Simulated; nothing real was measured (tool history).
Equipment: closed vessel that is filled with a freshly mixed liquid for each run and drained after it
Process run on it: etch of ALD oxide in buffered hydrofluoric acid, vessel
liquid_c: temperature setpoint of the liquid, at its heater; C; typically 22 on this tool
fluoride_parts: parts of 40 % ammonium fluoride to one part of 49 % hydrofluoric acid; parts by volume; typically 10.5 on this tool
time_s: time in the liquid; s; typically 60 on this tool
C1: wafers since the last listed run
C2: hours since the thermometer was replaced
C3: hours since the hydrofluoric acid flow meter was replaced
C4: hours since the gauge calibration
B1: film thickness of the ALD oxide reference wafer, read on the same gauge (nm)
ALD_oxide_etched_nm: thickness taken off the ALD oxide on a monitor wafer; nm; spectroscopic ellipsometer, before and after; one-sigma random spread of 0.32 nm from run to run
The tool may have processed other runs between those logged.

run 1 hour=0.0 | liquid_c=22 fluoride_parts=10.5 time_s=60 | C1=0 C2=2566.9 C3=1272.5 C4=412.0 | B1=90.02 | ALD_oxide_etched_nm=74.78
run 2 hour=33.0 | liquid_c=22 fluoride_parts=10.5 time_s=60 | C1=3508 C2=2599.9 C3=1305.5 C4=445.0 | B1=90.02 | ALD_oxide_etched_nm=75.02
run 3 hour=59.6 | liquid_c=22 fluoride_parts=10.5 time_s=60 | C1=2827 C2=2626.5 C3=1332.1 C4=471.6 | B1=89.98 | ALD_oxide_etched_nm=74.91
run 4 hour=78.0 | liquid_c=22 fluoride_parts=10.5 time_s=60 | C1=1956 C2=2644.9 C3=1350.5 C4=490.0 | B1=89.99 | ALD_oxide_etched_nm=74.87
run 5 hour=111.3 | liquid_c=22 fluoride_parts=10.5 time_s=60 | C1=3540 C2=2678.2 C3=1383.8 C4=523.3 | B1=89.99 | ALD_oxide_etched_nm=74.89
run 6 hour=145.8 | liquid_c=22 fluoride_parts=10.5 time_s=60 | C1=3667 C2=2712.7 C3=1418.3 C4=557.8 | B1=89.99 | ALD_oxide_etched_nm=74.72
run 7 hour=174.2 | liquid_c=22 fluoride_parts=10.5 time_s=60 | C1=3019 C2=2741.1 C3=1446.7 C4=586.2 | B1=90.00 | ALD_oxide_etched_nm=74.26
run 8 hour=187.8 | liquid_c=22 fluoride_parts=10.5 time_s=60 | C1=1445 C2=2754.7 C3=1460.3 C4=599.8 | B1=90.01 | ALD_oxide_etched_nm=74.32
run 9 hour=212.6 | liquid_c=22 fluoride_parts=10.5 time_s=60 | C1=2636 C2=2779.5 C3=1485.1 C4=624.6 | B1=90.00 | ALD_oxide_etched_nm=74.34
-- hour=225.2 hydrofluoric acid flow meter replaced
-- hour=233.4 gauge calibrated
run 10 hour=238.7 | liquid_c=21 fluoride_parts=10.5 time_s=60 | C1=2668 C2=2805.6 C3=13.5 C4=5.3 | B1=89.99 | ALD_oxide_etched_nm=69.91
run 11 hour=264.1 | liquid_c=22 fluoride_parts=9.0 time_s=70 | C1=2700 C2=2831.0 C3=38.9 C4=30.7 | B1=89.99 | ALD_oxide_etched_nm=96.55

Predict the results of run 12:
run 12 hour=278.3 | liquid_c=22 fluoride_parts=8.0 time_s=45 | C1=1509 C2=2845.2 C3=53.1 C4=44.9 | B1=? | ALD_oxide_etched_nm=?

B1: 90.01
ALD_oxide_etched_nm: 70.75 nm
If the tool had no hidden condition, the same run with the same run-to-run variation would have returned ALD_oxide_etched_nm 82.37 nm.
